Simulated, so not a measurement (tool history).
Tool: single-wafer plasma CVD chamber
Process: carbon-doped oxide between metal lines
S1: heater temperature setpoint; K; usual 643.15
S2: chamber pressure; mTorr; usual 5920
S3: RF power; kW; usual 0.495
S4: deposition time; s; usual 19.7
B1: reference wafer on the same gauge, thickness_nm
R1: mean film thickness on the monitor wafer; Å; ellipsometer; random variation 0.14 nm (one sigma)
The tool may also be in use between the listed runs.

| run | day | S1 | S2 | S3 | S4 | B1 | R1 |
|---|---|---|---|---|---|---|---|
| 1 | 0.000 | 634.15 | 5920 | 0.495 | 19.7 | 108.808 | 917.85 |
| 2 | 0.417 | 634.15 | 5920 | 0.495 | 19.7 | 108.771 | 917.56 |
| 3 | 0.946 | 643.15 | 6490 | 0.495 | 19.7 | 108.771 | 909.13 |
| 4 | 1.467 | 643.15 | 6490 | 0.495 | 19.7 | 108.855 | 909.13 |
| 5 | 2.146 | 643.15 | 5920 | 0.495 | 19.7 | 108.726 | 902.51 |
| 6 | 2.738 | 643.15 | 5920 | 0.495 | 19.7 | 108.776 | 900.08 |
| 7 | 3.079 | 643.15 | 5920 | 0.495 | 19.7 | 108.791 | 900.86 |
|  | 3.754 | RF generator calibrated |
| 8 | 3.775 | 643.15 | 5920 | 0.560 | 19.7 | 108.825 | 1011.08 |
| 9 | 3.900 | 643.15 | 6410 | 0.495 | 19.7 | 108.767 | 949.05 |
| 10 | 4.188 | 643.15 | 5920 | 0.495 | 19.7 | 108.777 | 943.16 |
| 11 | 4.746 | 643.15 | 5920 | 0.495 | 19.7 | 108.812 | 942.96 |
|  | 5.354 | thermocouple changed; heater temperature recalibrated |
| 12 | 5.375 | 643.15 | 5920 | 0.495 | 21.7 | 108.839 | 1039.08 |
|  | 5.475 | gauge calibrated |
| 13 | 5.733 | 633.15 | 5920 | 0.575 | 19.7 | 108.801 | 1047.30 |
| 14 | 6.196 | 643.15 | 5920 | 0.570 | 19.7 | 108.769 | 1019.95 |
| 15 | 6.446 | 643.15 | 4580 | 0.495 | 19.7 | 108.838 | 918.62 |
| 16 | 7.175 | 643.15 | 5920 | 0.495 | 19.7 | 108.760 | 941.49 |
|  | 7.529 | showerhead replaced |
|  | 7.750 | capacitance manometer re-zeroed and calibrated |
| 17 | 7.771 | 631.15 | 6460 | 0.535 | 19.7 | 108.840 | 1015.55 |
| 18 | 7.983 | 636.15 | 4650 | 0.495 | 22.0 | 108.776 | 1040.49 |
| 19 | 8.375 | 643.15 | 5920 | 0.495 | 19.7 | 108.802 | 937.99 |
| 20 | 8.767 | 643.15 | 5920 | 0.495 | 19.7 | 108.770 | 939.86 |
| 21 | 9.250 | 639.15 | 6990 | 0.425 | 16.2 | 108.868 | 720.84 |
| 22 | 9.833 | 643.15 | 5920 | 0.525 | 19.7 | 108.806 | 969.01 |
| 23 | 10.521 | 643.15 | 5920 | 0.495 | 19.7 | 108.799 | 936.91 |

What the log doesn't show, run by run:
wafer temperature above the value expected at the setpoint (K): 0 in every run
true pressure above the setpoint (%): 0 in every run
gauge reads high (%): 0 in every run
H1: delivered RF power above the setpoint (%)
| run | H1 |
|---|---|
| 1 | -8.41 |
| 2 | -8.42 |
| 3 | -8.43 |
| 4 | -8.44 |
| 5 | -8.46 |
| 6 | -8.47 |
| 7 | -8.47 |
| 8 | -0.314 |
| 9 | -0.346 |
| 10 | -0.417 |
| 11 | -0.555 |
| 12 | -0.707 |
| 13 | -0.792 |
| 14 | -0.901 |
| 15 | -0.959 |
| 16 | -1.13 |
| 17 | -1.26 |
| 18 | -1.31 |
| 19 | -1.39 |
| 20 | -1.48 |
| 21 | -1.58 |
| 22 | -1.71 |
| 23 | -1.85 |
